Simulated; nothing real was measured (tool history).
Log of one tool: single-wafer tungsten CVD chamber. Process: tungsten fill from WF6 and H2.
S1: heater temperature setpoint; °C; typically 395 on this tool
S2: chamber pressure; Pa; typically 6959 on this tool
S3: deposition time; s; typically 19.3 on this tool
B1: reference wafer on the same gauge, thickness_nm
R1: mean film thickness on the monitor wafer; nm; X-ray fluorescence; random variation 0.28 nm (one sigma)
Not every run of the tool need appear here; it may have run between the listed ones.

run 1 hour=0 | S1=395 S2=6959 S3=19.3 | B1=51.704 | R1=63.81
run 2 hour=38.3 | S1=391 S2=7573 S3=19.3 | B1=51.614 | R1=63.189
run 3 hour=91.1 | S1=391 S2=7573 S3=19.3 | B1=51.714 | R1=63.087
run 4 hour=148.1 | S1=391 S2=7573 S3=19.3 | B1=51.647 | R1=62.597
run 5 hour=175.6 | S1=395 S2=6959 S3=19.3 | B1=51.706 | R1=64.285
run 6 hour=224.1 | S1=406 S2=6959 S3=19.3 | B1=51.74 | R1=76.371
run 7 hour=277.5 | S1=406 S2=6959 S3=19.3 | B1=51.637 | R1=76.414
run 8 hour=342.4 | S1=406 S2=6959 S3=19.3 | B1=51.587 | R1=76.261
run 9 hour=380.2 | S1=395 S2=6959 S3=19.3 | B1=51.739 | R1=64.123
run 10 hour=414.7 | S1=395 S2=6959 S3=19.3 | B1=51.745 | R1=64.654
run 11 hour=477.3 | S1=395 S2=6959 S3=19.3 | B1=51.688 | R1=64.145
-- hour=503.5 gauge calibrated
run 12 hour=514.8 | S1=395 S2=6959 S3=19.3 | B1=51.718 | R1=64.293
-- hour=569.8 showerhead replaced
run 13 hour=570.3 | S1=395 S2=6959 S3=19.3 | B1=51.72 | R1=63.971
run 14 hour=630.4 | S1=395 S2=6959 S3=19.3 | B1=51.723 | R1=64.358
run 15 hour=654.8 | S1=395 S2=6959 S3=17 | B1=51.681 | R1=56.216
run 16 hour=719.1 | S1=395 S2=6959 S3=17.3 | B1=51.725 | R1=57.556
run 17 hour=753.4 | S1=409 S2=7666 S3=19.3 | B1=51.601 | R1=84.306
-- hour=772.3 capacitance manometer re-zeroed and calibrated
run 18 hour=817.1 | S1=380 S2=6959 S3=19.3 | B1=51.703 | R1=49.566
run 19 hour=869.6 | S1=395 S2=8599 S3=19.3 | B1=51.685 | R1=71.475
-- hour=895.1 thermocouple changed; heater temperature recalibrated
run 20 hour=921.5 | S1=383 S2=5533 S3=22.4 | B1=51.75 | R1=53.359
run 21 hour=981.8 | S1=380 S2=6959 S3=19.3 | B1=51.73 | R1=49.563
run 22 hour=1014.1 | S1=401 S2=5959 S3=19.3 | B1=51.709 | R1=65.07
run 23 hour=1046.7 | S1=407 S2=5586 S3=21.3 | B1=51.759 | R1=76.245
run 24 hour=1109.5 | S1=395 S2=7573 S3=19.3 | B1=51.717 | R1=67.025
run 25 hour=1143 | S1=410 S2=6959 S3=19.3 | B1=51.639 | R1=82.185
run 26 hour=1208.8 | S1=395 S2=6959 S3=19.3 | B1=51.629 | R1=64.275
run 27 hour=1276.1 | S1=395 S2=6959 S3=19.3 | B1=51.676 | R1=64.247
run 28 hour=1343.1 | S1=384 S2=6066 S3=15.9 | B1=51.738 | R1=40.591
run 29 hour=1388 | S1=395 S2=8599 S3=19.3 | B1=51.753 | R1=72.049
run 30 hour=1451.2 | S1=395 S2=6959 S3=19.3 | B1=51.607 | R1=64.538
run 31 hour=1492.4 | S1=387 S2=7773 S3=19.3 | B1=51.721 | R1=59.144

Consider 3 possible next runs. They are alternatives, not a sequence: every one starts from the tool as it was left by run 31. What does each give?
run A hour=1492.8 | S1=395 S2=6959 S3=18.1 | B1=? | R1=?
run B hour=1492.8 | S1=409 S2=8639 S3=20.8 | B1=? | R1=?
run C hour=1492.8 | S1=395 S2=6959 S3=20.4 | B1=? | R1=?

run=A B1=51.759 R1=60.208
run=B B1=51.759 R1=96.623
run=C B1=51.759 R1=67.895
Had the tool no hidden state, the same runs would have come out as:
run=A R1=60.208
run=B R1=96.623
run=C R1=67.895
